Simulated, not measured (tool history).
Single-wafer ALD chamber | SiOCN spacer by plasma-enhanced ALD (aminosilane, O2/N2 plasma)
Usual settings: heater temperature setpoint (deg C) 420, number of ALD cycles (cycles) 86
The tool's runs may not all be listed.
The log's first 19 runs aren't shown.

| run | hour | heater temperature setpoint (deg C) | number of ALD cycles (cycles) | wafers since the last listed run | hours since the last thermocouple change | hours since the gauge calibration | read-back reference wafer on the same gauge, thickness_nm | mean film thickness on the monitor wafer (angstrom) |
|---|---|---|---|---|---|---|---|---|
|  | 210.6 | thermocouple changed; heater temperature recalibrated |
| 20 | 211.1 | 425 | 86 | 7 | 0.5 | 312.4 | 5.448 | 45.84 |
| 21 | 221.0 | 410 | 86 | 31 | 10.4 | 322.3 | 5.453 | 48.53 |
| 22 | 232.5 | 425 | 101 | 37 | 21.9 | 333.8 | 5.456 | 54.11 |
| 23 | 247.0 | 420 | 86 | 46 | 36.4 | 348.3 | 5.456 | 47.01 |
|  | 251.3 | gauge calibrated |
| 24 | 261.5 | 420 | 70 | 46 | 50.9 | 10.2 | 5.395 | 37.83 |
| 25 | 275.1 | 406 | 91 | 43 | 64.5 | 23.8 | 5.396 | 51.67 |
| 26 | 292.7 | 420 | 86 | 56 | 82.1 | 41.4 | 5.398 | 46.49 |
| 27 | 304.3 | 426 | 86 | 37 | 93.7 | 53.0 | 5.404 | 45.45 |
| 28 | 311.5 | 411 | 103 | 23 | 100.9 | 60.2 | 5.401 | 57.43 |
| 29 | 320.7 | 430 | 86 | 29 | 110.1 | 69.4 | 5.405 | 44.60 |
| 30 | 332.0 | 420 | 86 | 36 | 121.4 | 80.7 | 5.405 | 46.37 |
| 31 | 338.2 | 430 | 101 | 19 | 127.6 | 86.9 | 5.408 | 52.53 |
| 32 | 352.2 | 420 | 86 | 45 | 141.6 | 100.9 | 5.408 | 46.35 |
| 33 | 361.8 | 420 | 92 | 30 | 151.2 | 110.5 | 5.413 | 50.01 |
| 34 | 379.2 | 416 | 70 | 56 | 168.6 | 127.9 | 5.420 | 38.51 |
| 35 | 393.4 | 413 | 100 | 45 | 182.8 | 142.1 | 5.413 | 55.67 |
| 36 | 409.8 | 411 | 69 | 52 | 199.2 | 158.5 | 5.419 | 38.69 |

Forecast each of these 5 alternatives for the next run:
| A | 410.4 | 407 | 86 | 1 | 199.8 | 159.1 | ? | ? |
| B | 410.4 | 414 | 86 | 1 | 199.8 | 159.1 | ? | ? |
| C | 410.4 | 435 | 100 | 1 | 199.8 | 159.1 | ? | ? |
| D | 410.4 | 412 | 79 | 1 | 199.8 | 159.1 | ? | ? |
| E | 410.4 | 426 | 103 | 1 | 199.8 | 159.1 | ? | ? |

| run | read-back reference wafer on the same gauge, thickness_nm | mean film thickness on the monitor wafer (angstrom) |
|---|---|---|
| A | 5.423 | 48.73 |
| B | 5.423 | 47.54 |
| C | 5.423 | 51.15 |
| D | 5.423 | 43.98 |
| E | 5.423 | 54.51 |
Without the tool's hidden state the same runs would have given:
| run | mean film thickness on the monitor wafer (angstrom) |
|---|---|
| A | 48.46 |
| B | 47.28 |
| C | 50.86 |
| D | 43.74 |
| E | 54.20 |
